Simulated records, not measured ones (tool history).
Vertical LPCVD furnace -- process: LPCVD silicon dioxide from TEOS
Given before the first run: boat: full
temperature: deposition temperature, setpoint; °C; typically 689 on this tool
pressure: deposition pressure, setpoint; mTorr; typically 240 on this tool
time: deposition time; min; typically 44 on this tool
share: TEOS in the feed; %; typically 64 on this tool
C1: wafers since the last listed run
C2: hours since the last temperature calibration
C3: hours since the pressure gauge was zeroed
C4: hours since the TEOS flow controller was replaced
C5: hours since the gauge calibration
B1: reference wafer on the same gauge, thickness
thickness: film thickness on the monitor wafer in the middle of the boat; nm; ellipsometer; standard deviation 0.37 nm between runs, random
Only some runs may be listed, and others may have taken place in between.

Run 1, hour 0: usual settings; C1 0; C2 4658.3; C3 2680.5; C4 5932.4; C5 76.4; B1 230. Result: thickness 229.51 nm.
Run 2, hour 23: usual settings; C1 367; C2 4681.3; C3 2703.5; C4 5955.4; C5 99.4; B1 230.04. Result: thickness 229.92 nm.
Run 3, hour 45.9: usual settings but temperature 686 °C; C1 366; C2 4704.2; C3 2726.4; C4 5978.3; C5 122.3; B1 230. Result: thickness 214.26 nm.
Run 4, hour 73.4: usual settings but temperature 686 °C; C1 439; C2 4731.7; C3 2753.9; C4 6005.8; C5 149.8; B1 230.02. Result: thickness 214 nm.
Run 5, hour 87.6: usual settings but temperature 686 °C; C1 227; C2 4745.9; C3 2768.1; C4 6020; C5 164; B1 229.96. Result: thickness 214 nm.
At hour 131.6: TEOS flow controller replaced.
Run 6, hour 132.1: usual settings but time 57.5 min; C1 327; C2 4790.4; C3 2812.6; C4 0.5; C5 208.5; B1 230.03. Result: thickness 300.92 nm.
Run 7, hour 136.1: usual settings but time 57.5 min; C1 63; C2 4794.4; C3 2816.6; C4 4.5; C5 212.5; B1 230. Result: thickness 299.97 nm.

Estimate the outcome of run 8 from the log above:
At hour 178.3: thermocouples replaced and temperature profile calibrated.
Run 8, hour 178.8: usual settings but time 35.5 min, share 57 %; C1 299; C2 0.5; C3 2859.3; C4 47.2; C5 255.2; B1 ?. Result: thickness ?.

Run 8 measured B1 230.06, thickness 183.51 nm.
Without the tool's hidden state the same run would have given thickness 162.43 nm.
